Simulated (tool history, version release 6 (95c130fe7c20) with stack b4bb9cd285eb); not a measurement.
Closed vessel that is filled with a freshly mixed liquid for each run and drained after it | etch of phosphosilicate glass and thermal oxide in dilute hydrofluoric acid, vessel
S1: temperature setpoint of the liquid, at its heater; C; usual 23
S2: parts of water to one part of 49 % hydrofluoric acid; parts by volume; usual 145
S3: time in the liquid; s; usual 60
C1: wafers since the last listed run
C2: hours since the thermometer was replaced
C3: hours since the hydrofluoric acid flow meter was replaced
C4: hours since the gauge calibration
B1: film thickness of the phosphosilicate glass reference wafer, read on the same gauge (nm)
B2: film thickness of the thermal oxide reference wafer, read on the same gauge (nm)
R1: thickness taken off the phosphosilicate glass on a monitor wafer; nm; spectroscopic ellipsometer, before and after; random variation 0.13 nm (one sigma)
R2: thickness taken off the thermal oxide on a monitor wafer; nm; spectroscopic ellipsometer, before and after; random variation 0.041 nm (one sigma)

{"run": 1, "day": 0.0, "S1": 26, "S2": 120, "S3": 60, "C1": 0, "C2": 1412.4, "C3": 2200.9, "C4": 290.4, "B1": 120.01, "B2": 89.989, "R1": 28.86, "R2": 2.285}
{"run": 2, "day": 2.396, "S1": 26, "S2": 120, "S3": 60, "C1": 3677, "C2": 1469.9, "C3": 2258.4, "C4": 347.9, "B1": 119.99, "B2": 90.006, "R1": 28.48, "R2": 2.287}
{"run": 3, "day": 2.975, "S1": 26, "S2": 120, "S3": 60, "C1": 888, "C2": 1483.8, "C3": 2272.3, "C4": 361.8, "B1": 120, "B2": 89.991, "R1": 28.43, "R2": 2.307}
{"run": 4, "day": 4.075, "S1": 23, "S2": 145, "S3": 60, "C1": 1688, "C2": 1510.2, "C3": 2298.7, "C4": 388.2, "B1": 120, "B2": 90.002, "R1": 20.32, "R2": 1.69}
{"run": 5, "day": 5.138, "S1": 23, "S2": 145, "S3": 60, "C1": 1630, "C2": 1535.7, "C3": 2324.2, "C4": 413.7, "B1": 120.02, "B2": 90.007, "R1": 20.39, "R2": 1.648}
{"run": 6, "day": 6.379, "S1": 23, "S2": 145, "S3": 60, "C1": 1905, "C2": 1565.5, "C3": 2354, "C4": 443.5, "B1": 120, "B2": 90.005, "R1": 20.45, "R2": 1.679}
{"run": 7, "day": 7.017, "S1": 23, "S2": 145, "S3": 60, "C1": 978, "C2": 1580.8, "C3": 2369.3, "C4": 458.8, "B1": 119.99, "B2": 90.015, "R1": 20.64, "R2": 1.652}
{"day": 7.6, "done": "gauge calibrated"}
{"run": 8, "day": 7.612, "S1": 23, "S2": 145, "S3": 60, "C1": 914, "C2": 1595.1, "C3": 2383.6, "C4": 0.3, "B1": 120, "B2": 90, "R1": 20.31, "R2": 1.663}
{"day": 8.6, "done": "hydrofluoric acid flow meter replaced"}
{"run": 9, "day": 8.704, "S1": 23, "S2": 145, "S3": 60, "C1": 1611, "C2": 1621.3, "C3": 2.5, "C4": 26.5, "B1": 120, "B2": 90.019, "R1": 18.62, "R2": 1.528}
{"day": 9.138, "done": "thermometer replaced"}
{"run": 10, "day": 9.592, "S1": 23, "S2": 145, "S3": 60, "C1": 1298, "C2": 10.9, "C3": 23.8, "C4": 47.8, "B1": 120, "B2": 90, "R1": 18.47, "R2": 1.597}
{"run": 11, "day": 10.125, "S1": 23, "S2": 145, "S3": 60, "C1": 818, "C2": 23.7, "C3": 36.6, "C4": 60.6, "B1": 120.03, "B2": 90.035, "R1": 18.68, "R2": 1.465}
{"run": 12, "day": 11.062, "S1": 23, "S2": 145, "S3": 90, "C1": 1438, "C2": 46.2, "C3": 59.1, "C4": 83.1, "B1": 120, "B2": 89.981, "R1": 28.06, "R2": 2.263}
{"run": 13, "day": 11.958, "S1": 23, "S2": 115, "S3": 95, "C1": 1375, "C2": 67.7, "C3": 80.6, "C4": 104.6, "B1": 120, "B2": 89.984, "R1": 38.65, "R2": 3.233}
{"run": 14, "day": 12.983, "S1": 21, "S2": 105, "S3": 50, "C1": 1573, "C2": 92.3, "C3": 105.2, "C4": 129.2, "B1": 120.02, "B2": 90.021, "R1": 20.65, "R2": 1.652}
{"day": 13.304, "done": "hydrofluoric acid flow meter replaced, repeated, since the last time left the tool worse"}
{"run": 15, "day": 13.917, "S1": 23, "S2": 125, "S3": 40, "C1": 1368, "C2": 114.7, "C3": 14.7, "C4": 151.6, "B1": 119.99, "B2": 89.998, "R1": 18.03, "R2": 1.451}
{"run": 16, "day": 15.196, "S1": 23, "S2": 145, "S3": 60, "C1": 1963, "C2": 145.4, "C3": 45.4, "C4": 182.3, "B1": 120.02, "B2": 89.995, "R1": 22.47, "R2": 1.881}
{"run": 17, "day": 15.754, "S1": 23, "S2": 85, "S3": 60, "C1": 856, "C2": 158.8, "C3": 58.8, "C4": 195.7, "B1": 119.99, "B2": 89.999, "R1": 41.25, "R2": 3.376}
{"run": 18, "day": 17.571, "S1": 23, "S2": 145, "S3": 60, "C1": 2788, "C2": 202.4, "C3": 102.4, "C4": 239.3, "B1": 119.99, "B2": 89.986, "R1": 22.47, "R2": 1.812}
{"run": 19, "day": 18.5, "S1": 23, "S2": 145, "S3": 60, "C1": 1426, "C2": 224.7, "C3": 124.7, "C4": 261.6, "B1": 120, "B2": 90.019, "R1": 22.29, "R2": 1.841}
{"run": 20, "day": 19.533, "S1": 18, "S2": 185, "S3": 60, "C1": 1586, "C2": 249.5, "C3": 149.5, "C4": 286.4, "B1": 120, "B2": 89.979, "R1": 13.87, "R2": 1.15}

Some steps in R1 between neighbouring runs. How much of each would the tool show without its hidden state too (settings, what came in, random variation), and how much is left for the hidden state, with any gauge scatter that isn't in both results?
The hidden state here: liquid colder than its thermometer reads (K); hydrofluoric acid flow below the setpoint (%); gauge reads high (%).
Run 13 -> 14: S1 23 -> 21, S2 115 -> 105, S3 95 -> 50. R1 -18 nm: hidden state +3.88, all else -21.88.
Run 14 -> 15: S1 21 -> 23, S2 105 -> 125, S3 50 -> 40, hydrofluoric acid flow meter replaced, repeated, since the last time left the tool worse. R1 -2.62 nm: hidden state +4.29, all else -6.91.
Run 16 -> 17: S2 145 -> 85. R1 +18.78 nm: hidden state -0.08, all else +18.86.
Run 17 -> 18: S2 85 -> 145. R1 -18.78 nm: hidden state +0.03, all else -18.81.
